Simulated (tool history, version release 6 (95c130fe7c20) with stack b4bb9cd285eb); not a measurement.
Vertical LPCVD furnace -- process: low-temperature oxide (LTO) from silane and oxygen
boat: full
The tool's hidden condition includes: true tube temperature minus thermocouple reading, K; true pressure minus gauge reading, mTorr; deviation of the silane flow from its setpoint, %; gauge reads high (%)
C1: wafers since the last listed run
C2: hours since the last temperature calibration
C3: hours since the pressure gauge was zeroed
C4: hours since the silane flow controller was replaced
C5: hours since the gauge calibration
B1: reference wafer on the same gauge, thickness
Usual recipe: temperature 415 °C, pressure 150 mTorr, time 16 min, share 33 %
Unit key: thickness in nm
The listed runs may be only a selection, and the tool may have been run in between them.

{"run": 1, "day": 0.0, "temperature": 415, "pressure": 150, "time": 14, "share": 33, "C1": 0, "C2": 1252.1, "C3": 856.3, "C4": 4865.6, "C5": 734.3, "B1": 105.9, "thickness": 84.65}
{"day": 3.529, "done": "gauge calibrated"}
{"run": 2, "day": 4.129, "temperature": 415, "pressure": 150, "time": 14, "share": 33, "C1": 1728, "C2": 1351.2, "C3": 955.4, "C4": 4964.7, "C5": 14.4, "B1": 105.96, "thickness": 85.17}
{"run": 3, "day": 8.25, "temperature": 415, "pressure": 150, "time": 14, "share": 33, "C1": 1725, "C2": 1450.1, "C3": 1054.3, "C4": 5063.6, "C5": 113.3, "B1": 106.02, "thickness": 84.75}
{"run": 4, "day": 10.125, "temperature": 415, "pressure": 150, "time": 16, "share": 33, "C1": 784, "C2": 1495.1, "C3": 1099.3, "C4": 5108.6, "C5": 158.3, "B1": 105.86, "thickness": 96.6}
{"run": 5, "day": 13.158, "temperature": 415, "pressure": 150, "time": 16, "share": 33, "C1": 1269, "C2": 1567.9, "C3": 1172.1, "C4": 5181.4, "C5": 231.1, "B1": 105.82, "thickness": 97.22}
{"run": 6, "day": 17.025, "temperature": 415, "pressure": 150, "time": 16, "share": 33, "C1": 1618, "C2": 1660.7, "C3": 1264.9, "C4": 5274.2, "C5": 323.9, "B1": 105.93, "thickness": 97.3}
{"run": 7, "day": 18.754, "temperature": 415, "pressure": 150, "time": 16, "share": 33, "C1": 723, "C2": 1702.2, "C3": 1306.4, "C4": 5315.7, "C5": 365.4, "B1": 106, "thickness": 96.97}
{"run": 8, "day": 22.742, "temperature": 415, "pressure": 150, "time": 16, "share": 33, "C1": 1669, "C2": 1797.9, "C3": 1402.1, "C4": 5411.4, "C5": 461.1, "B1": 105.96, "thickness": 96.69}
{"run": 9, "day": 25.612, "temperature": 415, "pressure": 150, "time": 16, "share": 33, "C1": 1201, "C2": 1866.8, "C3": 1471, "C4": 5480.3, "C5": 530, "B1": 105.93, "thickness": 97.56}
{"day": 38.879, "done": "silane flow controller replaced"}
{"run": 10, "day": 38.9, "temperature": 426, "pressure": 160, "time": 11, "share": 36, "C1": 5143, "C2": 2185.7, "C3": 1789.9, "C4": 0.5, "C5": 848.9, "B1": 105.88, "thickness": 89.83}
{"run": 11, "day": 40.592, "temperature": 415, "pressure": 150, "time": 20, "share": 33, "C1": 708, "C2": 2226.3, "C3": 1830.5, "C4": 41.1, "C5": 889.5, "B1": 105.83, "thickness": 122.85}
{"day": 42.317, "done": "thermocouples replaced and temperature profile calibrated"}
{"day": 43.271, "done": "gauge calibrated"}
{"run": 12, "day": 49.692, "temperature": 406, "pressure": 135, "time": 17.5, "share": 33, "C1": 3390, "C2": 177, "C3": 2048.9, "C4": 259.5, "C5": 154.1, "B1": 105.9, "thickness": 84.07}
{"day": 52.475, "done": "pressure gauge zeroed"}
{"run": 13, "day": 54.096, "temperature": 411, "pressure": 165, "time": 16, "share": 33, "C1": 1425, "C2": 282.7, "C3": 38.9, "C4": 365.2, "C5": 259.8, "B1": 105.91, "thickness": 102.85}
{"run": 14, "day": 58.329, "temperature": 415, "pressure": 150, "time": 16, "share": 33, "C1": 1772, "C2": 384.3, "C3": 140.5, "C4": 466.8, "C5": 361.4, "B1": 105.92, "thickness": 97.08}
{"run": 15, "day": 62.483, "temperature": 415, "pressure": 160, "time": 11, "share": 40, "C1": 1738, "C2": 484, "C3": 240.2, "C4": 566.5, "C5": 461.1, "B1": 105.94, "thickness": 90.87}
{"run": 16, "day": 65.092, "temperature": 415, "pressure": 150, "time": 16, "share": 33, "C1": 1091, "C2": 546.6, "C3": 302.8, "C4": 629.1, "C5": 523.7, "B1": 105.84, "thickness": 97.17}
{"run": 17, "day": 66.638, "temperature": 415, "pressure": 150, "time": 20, "share": 33, "C1": 647, "C2": 583.7, "C3": 339.9, "C4": 666.2, "C5": 560.8, "B1": 105.89, "thickness": 121.28}
{"run": 18, "day": 69.346, "temperature": 415, "pressure": 130, "time": 22, "share": 33, "C1": 1133, "C2": 648.7, "C3": 404.9, "C4": 731.2, "C5": 625.8, "B1": 105.89, "thickness": 114.91}

Alternative continuations, all from the tool just after run 18; predict every row:
{"run": "A", "day": 69.504, "temperature": 408, "pressure": 150, "time": 16, "share": 33, "C1": 66, "C2": 652.5, "C3": 408.7, "C4": 735, "C5": 629.6, "B1": "?", "thickness": "?"}
{"run": "B", "day": 69.504, "temperature": 415, "pressure": 130, "time": 16, "share": 33, "C1": 66, "C2": 652.5, "C3": 408.7, "C4": 735, "C5": 629.6, "B1": "?", "thickness": "?"}
{"run": "C", "day": 69.504, "temperature": 404, "pressure": 150, "time": 14, "share": 33, "C1": 66, "C2": 652.5, "C3": 408.7, "C4": 735, "C5": 629.6, "B1": "?", "thickness": "?"}
{"run": "D", "day": 69.504, "temperature": 415, "pressure": 150, "time": 14, "share": 31, "C1": 66, "C2": 652.5, "C3": 408.7, "C4": 735, "C5": 629.6, "B1": "?", "thickness": "?"}
{"run": "E", "day": 69.504, "temperature": 422, "pressure": 150, "time": 22.5, "share": 33, "C1": 66, "C2": 652.5, "C3": 408.7, "C4": 735, "C5": 629.6, "B1": "?", "thickness": "?"}

run=A B1=105.81 thickness=89.5
run=B B1=105.81 thickness=83.66
run=C B1=105.81 thickness=74.85
run=D B1=105.81 thickness=77.69
run=E B1=105.81 thickness=146.66
Without the tool's unlogged condition, the same runs would have read:
run=A thickness=89.11
run=B thickness=83.49
run=C thickness=74.51
run=D thickness=77.37
run=E thickness=146.16

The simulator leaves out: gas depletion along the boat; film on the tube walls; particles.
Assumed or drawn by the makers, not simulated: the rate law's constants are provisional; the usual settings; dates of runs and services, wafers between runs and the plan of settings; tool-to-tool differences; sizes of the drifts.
